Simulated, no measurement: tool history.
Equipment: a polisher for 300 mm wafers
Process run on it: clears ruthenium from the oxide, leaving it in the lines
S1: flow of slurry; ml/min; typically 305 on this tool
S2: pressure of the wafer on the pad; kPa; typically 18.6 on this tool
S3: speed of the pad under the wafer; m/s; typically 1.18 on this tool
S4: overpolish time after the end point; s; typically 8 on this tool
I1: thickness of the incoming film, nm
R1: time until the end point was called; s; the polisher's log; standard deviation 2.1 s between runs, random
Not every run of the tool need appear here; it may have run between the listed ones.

{"run": 1, "day": 0.0, "S1": 305, "S2": 18.6, "S3": 1.18, "S4": 8, "I1": 191.1, "R1": 128.9}
{"day": 1.304, "done": "slurry nozzle cleaned"}
{"run": 2, "day": 3.125, "S1": 305, "S2": 18.6, "S3": 1.18, "S4": 8, "I1": 190.2, "R1": 122.2}
{"day": 3.55, "done": "worn pad replaced by a new one"}
{"run": 3, "day": 6.608, "S1": 305, "S2": 18.6, "S3": 1.18, "S4": 8, "I1": 187.1, "R1": 123.0}
{"run": 4, "day": 9.854, "S1": 230, "S2": 18.6, "S3": 1.18, "S4": 8, "I1": 190.2, "R1": 134.5}
{"day": 11.396, "done": "worn pad replaced by a new one"}
{"run": 5, "day": 12.017, "S1": 305, "S2": 18.6, "S3": 1.36, "S4": 8, "I1": 189.7, "R1": 114.5}
{"day": 13.817, "done": "head pressure recalibrated"}
{"run": 6, "day": 13.838, "S1": 305, "S2": 18.6, "S3": 1.36, "S4": 8, "I1": 189.4, "R1": 114.0}
{"day": 14.833, "done": "slurry nozzle cleaned"}
{"run": 7, "day": 16.471, "S1": 305, "S2": 18.6, "S3": 1.18, "S4": 8, "I1": 191.0, "R1": 122.7}
{"run": 8, "day": 18.7, "S1": 390, "S2": 18.6, "S3": 1.18, "S4": 8, "I1": 190.4, "R1": 124.7}
{"day": 20.412, "done": "worn pad replaced by a new one"}
{"run": 9, "day": 21.183, "S1": 345, "S2": 20.7, "S3": 0.96, "S4": 5, "I1": 192.0, "R1": 132.0}
{"run": 10, "day": 27.283, "S1": 395, "S2": 18.6, "S3": 1.18, "S4": 8, "I1": 191.9, "R1": 125.6}
{"day": 28.617, "done": "worn pad replaced by a new one"}
{"day": 30.904, "done": "slurry nozzle cleaned"}
{"day": 36.471, "done": "worn pad replaced by a new one"}
{"run": 11, "day": 38.158, "S1": 215, "S2": 18.6, "S3": 1.18, "S4": 6, "I1": 190.0, "R1": 134.5}
{"run": 12, "day": 40.333, "S1": 345, "S2": 20.7, "S3": 0.96, "S4": 5, "I1": 189.5, "R1": 133.2}
{"run": 13, "day": 44.042, "S1": 305, "S2": 18.6, "S3": 1.58, "S4": 11, "I1": 186.1, "R1": 100.4}
{"run": 14, "day": 45.925, "S1": 305, "S2": 18.6, "S3": 1.02, "S4": 12, "I1": 188.7, "R1": 142.7}

What if the next run were any one of these 3? Each begins from the tool's condition after run 14:
{"run": "A", "day": 45.946, "S1": 305, "S2": 18.6, "S3": 1.18, "S4": 8, "I1": 192.0, "R1": "?"}
{"run": "B", "day": 45.946, "S1": 250, "S2": 13.1, "S3": 1.06, "S4": 4, "I1": 192.0, "R1": "?"}
{"run": "C", "day": 45.946, "S1": 220, "S2": 18.6, "S3": 1.02, "S4": 8, "I1": 192.0, "R1": "?"}

run=A R1=128.8
run=B R1=199.9
run=C R1=152.3
Stripped of hidden state, with their random variation kept, the same runs would have yielded:
run=A R1=120.7
run=B R1=184.8
run=C R1=139.3
